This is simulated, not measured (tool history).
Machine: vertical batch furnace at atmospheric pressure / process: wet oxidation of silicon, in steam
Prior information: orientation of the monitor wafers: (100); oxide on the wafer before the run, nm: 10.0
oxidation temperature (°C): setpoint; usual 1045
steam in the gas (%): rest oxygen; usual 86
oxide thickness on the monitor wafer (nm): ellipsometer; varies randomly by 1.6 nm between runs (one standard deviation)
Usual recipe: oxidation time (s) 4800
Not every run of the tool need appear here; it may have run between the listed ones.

run	day	oxidation temperature (°C)	oxidation time (s)	steam in the gas (%)	wafers since the last listed run	hours since the last temperature calibration	hours since the steam generator was serviced	hours since the gauge calibration	read-back reference wafer on the same gauge, thickness	oxide thickness on the monitor wafer (nm)
1	0	1050	4800	86	0	2867.8	1844.1	275	739.95	652.29
2	2.475	1050	4800	86	704	2927.2	1903.5	334.4	739.57	653.15
3	6.942	1050	4800	86	1270	3034.4	2010.7	441.6	739.89	651.36
4	9.842	1045	4800	86	824	3104	2080.3	511.2	739.51	635.54
5	13.85	1045	4800	86	1140	3200.2	2176.5	607.4	740.5	635.43
6	17.917	1045	4800	86	1156	3297.8	2274.1	705	739.87	638.07
7	22.192	1045	4800	86	1216	3400.4	2376.7	807.6	740.09	633.63
8	26.458	1045	4800	86	1213	3502.8	2479.1	910	740.22	634.13
9	30.062	1045	6570	86	1025	3589.3	2565.6	996.5	739.86	759.05
10	33.117	1045	4800	86	868	3662.6	2638.9	1069.8	739.65	629.52
11	36.175	1045	4800	92	869	3736	2712.3	1143.2	740.09	653.43
# day 38.421: steam generator serviced
12	38.729	1045	4800	92	442	3797.3	7.4	1204.5	739.9	673.36
13	42.429	1045	4800	86	1052	3886.1	96.2	1293.3	740.21	650.02
14	44.4	1027	4050	78	560	3933.4	143.5	1340.6	740.63	500.35
15	48.821	1045	5850	86	1257	4039.5	249.6	1446.7	739.8	727.61
# day 52.329: thermocouples replaced and temperature profile calibrated
16	52.35	1045	4800	86	719	0.5	334.3	1531.4	739.94	633.24
17	54.667	1057	3390	77	659	56.1	389.9	1587	740.24	508.61
18	58.096	1069	5670	79	975	138.4	472.2	1669.3	740.31	743.04
19	60.742	1027	4800	86	752	201.9	535.7	1732.8	740.32	576.56
20	62.838	1045	4800	86	596	252.2	586	1783.1	740.04	633.67
# day 65.088: gauge calibrated
21	65.788	1057	3270	80	839	323	656.8	16.8	740.17	512.17
22	68.967	1045	5430	86	904	399.3	733.1	93.1	739.79	681.45
23	78.671	1055	5850	86	2760	632.2	966	326	739.94	746.31
24	81.017	1045	4110	86	667	688.5	1022.3	382.3	740.73	578.13
25	85.471	1045	4800	86	1267	795.4	1129.2	489.2	739.51	630.88

What if the next run were any one of these 3? Each begins from the tool's condition after run 25:
A	85.704	1052	4800	86	66	801	1134.8	494.8	?	?
B	85.704	1045	4800	96	66	801	1134.8	494.8	?	?
C	85.704	1067	4800	86	66	801	1134.8	494.8	?	?

run	read-back reference wafer on the same gauge, thickness	oxide thickness on the monitor wafer (nm)
A	740.41	653.89
B	740.41	674.53
C	740.41	701.37
Had the tool no hidden state, the same runs would have come out as:
run	oxide thickness on the monitor wafer (nm)
A	655.97
B	676.66
C	703.78
